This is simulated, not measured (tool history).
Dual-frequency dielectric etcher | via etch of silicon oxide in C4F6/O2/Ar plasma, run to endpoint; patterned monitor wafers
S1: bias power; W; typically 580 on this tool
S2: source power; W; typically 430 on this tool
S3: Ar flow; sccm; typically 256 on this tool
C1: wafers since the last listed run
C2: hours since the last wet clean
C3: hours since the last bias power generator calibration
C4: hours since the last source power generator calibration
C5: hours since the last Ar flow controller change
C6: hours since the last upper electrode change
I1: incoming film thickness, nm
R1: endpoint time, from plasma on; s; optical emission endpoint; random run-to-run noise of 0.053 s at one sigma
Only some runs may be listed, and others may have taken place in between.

run,day,S1,S2,S3,C1,C2,C3,C4,C5,C6,I1,R1
1,0.000,580,350,224,0,402.3,1462.8,1098.3,4859.2,3676.1,79.4,16.8
2,6.712,580,430,256,2724,563.4,1623.9,1259.4,5020.3,3837.2,79.7,16.0
# day 9.896: wet clean of the chamber
3,9.992,580,430,256,924,2.3,1702.6,1338.1,5099.0,3915.9,80.0,15.6
4,12.821,580,430,256,1148,70.2,1770.5,1406.0,5166.9,3983.8,79.3,15.6
5,17.008,580,380,256,1699,170.7,1871.0,1506.5,5267.4,4084.3,78.9,16.3
6,21.408,580,380,256,1785,276.3,1976.6,1612.1,5373.0,4189.9,80.9,16.9
7,24.667,580,380,256,1322,354.5,2054.8,1690.3,5451.2,4268.1,79.6,16.6
# day 29.475: Ar flow controller replaced
# day 33.529: wet clean of the chamber
8,34.104,580,430,256,3322,13.8,2281.3,1916.8,111.1,4494.6,79.9,15.7
# day 37.771: upper electrode replaced, of another model than before
9,37.792,580,430,256,1090,102.3,2369.8,2005.3,199.6,0.5,78.6,15.5
10,40.425,580,430,256,1068,165.5,2433.0,2068.5,262.8,63.7,79.0,15.7
11,44.679,580,430,256,1726,267.6,2535.1,2170.6,364.9,165.8,80.1,15.9
12,47.854,580,430,256,1288,343.8,2611.3,2246.8,441.1,242.0,79.1,15.8
13,52.321,541,430,234,1812,451.0,2718.5,2354.0,548.3,349.2,80.0,16.1
# day 54.812: wet clean of the chamber
14,56.554,617,350,292,1312,41.8,2820.1,2455.6,649.9,450.8,79.6,17.9
# day 58.833: bias power generator calibrated
15,59.808,703,380,310,1253,119.9,23.4,2533.7,728.0,528.9,78.9,16.7
# day 61.112: source power generator calibrated
16,61.717,670,530,279,706,165.7,69.2,14.5,773.8,574.7,80.1,14.0
17,64.408,529,510,310,1092,230.3,133.8,79.1,838.4,639.3,79.4,15.0
18,68.033,580,430,256,1471,317.3,220.8,166.1,925.4,726.3,78.3,15.6
19,71.275,580,430,282,1315,395.1,298.6,243.9,1003.2,804.1,79.1,16.0
20,73.388,580,490,302,857,445.8,349.3,294.6,1053.9,854.8,79.3,15.2
# day 77.471: wet clean of the chamber
21,77.642,580,430,256,1320,4.1,451.4,396.7,1156.0,956.9,79.5,15.7
22,81.750,580,430,256,1667,102.7,550.0,495.3,1254.6,1055.5,79.9,15.8
23,85.154,580,460,286,1381,184.4,631.7,577.0,1336.3,1137.2,80.5,15.6
24,88.396,538,430,256,1315,262.2,709.5,654.8,1414.1,1215.0,80.5,16.2
25,91.833,493,360,228,1395,344.7,792.0,737.3,1496.6,1297.5,79.4,17.7
26,94.254,472,520,289,982,402.8,850.1,795.4,1554.7,1355.6,80.1,15.2
27,98.329,493,360,228,1653,500.6,947.9,893.2,1652.5,1453.4,78.6,17.7
# day 101.521: wet clean of the chamber
28,102.650,580,430,256,1347,27.1,1051.6,996.9,1756.2,1557.1,79.6,15.8
29,106.354,580,430,256,1503,116.0,1140.5,1085.8,1845.1,1646.0,79.8,15.7

Branching from run 29: 4 alternative next runs. What would each branch give?
A,106.371,580,430,256,6,116.4,1140.9,1086.2,1845.5,1646.4,79.5,?
B,106.371,580,340,208,6,116.4,1140.9,1086.2,1845.5,1646.4,79.5,?
C,106.371,580,530,207,6,116.4,1140.9,1086.2,1845.5,1646.4,79.5,?
D,106.371,445,520,194,6,116.4,1140.9,1086.2,1845.5,1646.4,79.5,?

run,R1
A,15.7
B,17.5
C,13.6
D,14.1
With the hidden condition removed and each run's random variation left untouched, the same runs would have given:
run,R1
A,15.6
B,17.4
C,13.5
D,14.0

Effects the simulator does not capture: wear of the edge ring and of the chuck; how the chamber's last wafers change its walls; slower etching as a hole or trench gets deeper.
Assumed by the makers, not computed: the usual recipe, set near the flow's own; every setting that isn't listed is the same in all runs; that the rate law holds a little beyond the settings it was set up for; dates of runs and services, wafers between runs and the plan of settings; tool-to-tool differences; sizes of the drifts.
